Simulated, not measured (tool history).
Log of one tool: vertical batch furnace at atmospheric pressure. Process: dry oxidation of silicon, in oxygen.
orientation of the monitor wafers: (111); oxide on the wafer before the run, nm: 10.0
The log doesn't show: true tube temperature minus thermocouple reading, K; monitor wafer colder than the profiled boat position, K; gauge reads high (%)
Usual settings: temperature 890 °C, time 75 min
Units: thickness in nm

| run | day | temperature | time | wafers since the last listed run | hours since the last temperature calibration | hours since the boat lift was adjusted | hours since the gauge calibration | read-back reference wafer on the same gauge, thickness | thickness |
|---|---|---|---|---|---|---|---|---|---|
| 1 | 0 | 906 | 75 | 0 | 952.1 | 2690.3 | 258.7 | 31.01 | 42.06 |
| 2 | 1.092 | 890 | 58 | 408 | 978.3 | 2716.5 | 284.9 | 31 | 31.82 |
| 3 | 1.638 | 890 | 58 | 204 | 991.4 | 2729.6 | 298 | 30.96 | 31.85 |
| 4 | 2.612 | 890 | 58 | 364 | 1014.8 | 2753 | 321.4 | 31 | 31.88 |
| 5 | 3.483 | 890 | 75 | 325 | 1035.7 | 2773.9 | 342.3 | 31 | 36.68 |
| 6 | 4.142 | 890 | 75 | 246 | 1051.5 | 2789.7 | 358.1 | 31.02 | 36.82 |
| 7 | 5.012 | 880 | 75 | 325 | 1072.4 | 2810.6 | 379 | 31.01 | 33.81 |
| 8 | 5.908 | 880 | 75 | 334 | 1093.9 | 2832.1 | 400.5 | 31.02 | 33.73 |
| 9 | 7.212 | 890 | 75 | 487 | 1125.2 | 2863.4 | 431.8 | 31 | 36.88 |
|  | 9.146 | gauge calibrated |
| 10 | 9.325 | 890 | 75 | 789 | 1175.9 | 2914.1 | 4.3 | 31.02 | 36.78 |
| 11 | 10.004 | 890 | 75 | 253 | 1192.2 | 2930.4 | 20.6 | 31.02 | 36.88 |
| 12 | 11.162 | 890 | 83 | 433 | 1220 | 2958.2 | 48.4 | 31 | 39.03 |
| 13 | 11.958 | 890 | 83 | 297 | 1239.1 | 2977.3 | 67.5 | 31.01 | 39.09 |
| 14 | 12.712 | 890 | 75 | 282 | 1257.2 | 2995.4 | 85.6 | 31 | 36.87 |
| 15 | 13.817 | 871 | 75 | 412 | 1283.7 | 3021.9 | 112.1 | 31.02 | 31.51 |
|  | 15.283 | boat lift adjusted |
| 16 | 15.304 | 890 | 98.5 | 182 | 1319.4 | 0.5 | 147.8 | 31.03 | 45.08 |
| 17 | 16.046 | 890 | 75 | 277 | 1337.2 | 18.3 | 165.6 | 30.98 | 38.38 |
| 18 | 17.083 | 874 | 57.5 | 387 | 1362.1 | 43.2 | 190.5 | 31.01 | 29.08 |
| 19 | 18.354 | 902 | 96.5 | 475 | 1392.6 | 73.7 | 221 | 30.99 | 49.55 |
| 20 | 19.696 | 890 | 75 | 501 | 1424.8 | 105.9 | 253.2 | 30.98 | 38.31 |
| 21 | 20.388 | 890 | 75 | 258 | 1441.4 | 122.5 | 269.8 | 31.01 | 38.37 |
| 22 | 20.921 | 890 | 105 | 199 | 1454.2 | 135.3 | 282.6 | 31 | 46.93 |
| 23 | 22.342 | 868 | 53 | 531 | 1488.3 | 169.4 | 316.7 | 30.99 | 26.66 |
|  | 23.5 | thermocouples replaced and temperature profile calibrated |
| 24 | 23.521 | 873 | 65.5 | 66 | 0.5 | 197.7 | 345 | 30.99 | 29.72 |
| 25 | 24.142 | 890 | 75 | 232 | 15.4 | 212.6 | 359.9 | 30.98 | 36.82 |
| 26 | 25.554 | 890 | 60.5 | 528 | 49.3 | 246.5 | 393.8 | 31.01 | 32.65 |
| 27 | 26.375 | 890 | 75 | 306 | 69 | 266.2 | 413.5 | 31.01 | 36.8 |
| 28 | 27.317 | 904 | 75 | 352 | 91.6 | 288.8 | 436.1 | 30.99 | 41.57 |
| 29 | 28.775 | 890 | 75 | 545 | 126.6 | 323.8 | 471.1 | 30.97 | 36.94 |
| 30 | 29.542 | 870 | 52 | 286 | 145 | 342.2 | 489.5 | 30.99 | 25.85 |

3 ways to go on from here, each from the tool as it stands after run 30. What would each give?
| A | 29.721 | 890 | 75 | 66 | 149.3 | 346.5 | 493.8 | ? | ? |
| B | 29.721 | 910 | 75 | 66 | 149.3 | 346.5 | 493.8 | ? | ? |
| C | 29.721 | 890 | 92.5 | 66 | 149.3 | 346.5 | 493.8 | ? | ? |

| run | read-back reference wafer on the same gauge, thickness | thickness |
|---|---|---|
| A | 30.99 | 36.82 |
| B | 30.99 | 43.67 |
| C | 30.99 | 41.6 |
Without the tool's hidden state the same runs would have given:
| run | thickness |
|---|---|
| A | 36.86 |
| B | 43.72 |
| C | 41.65 |
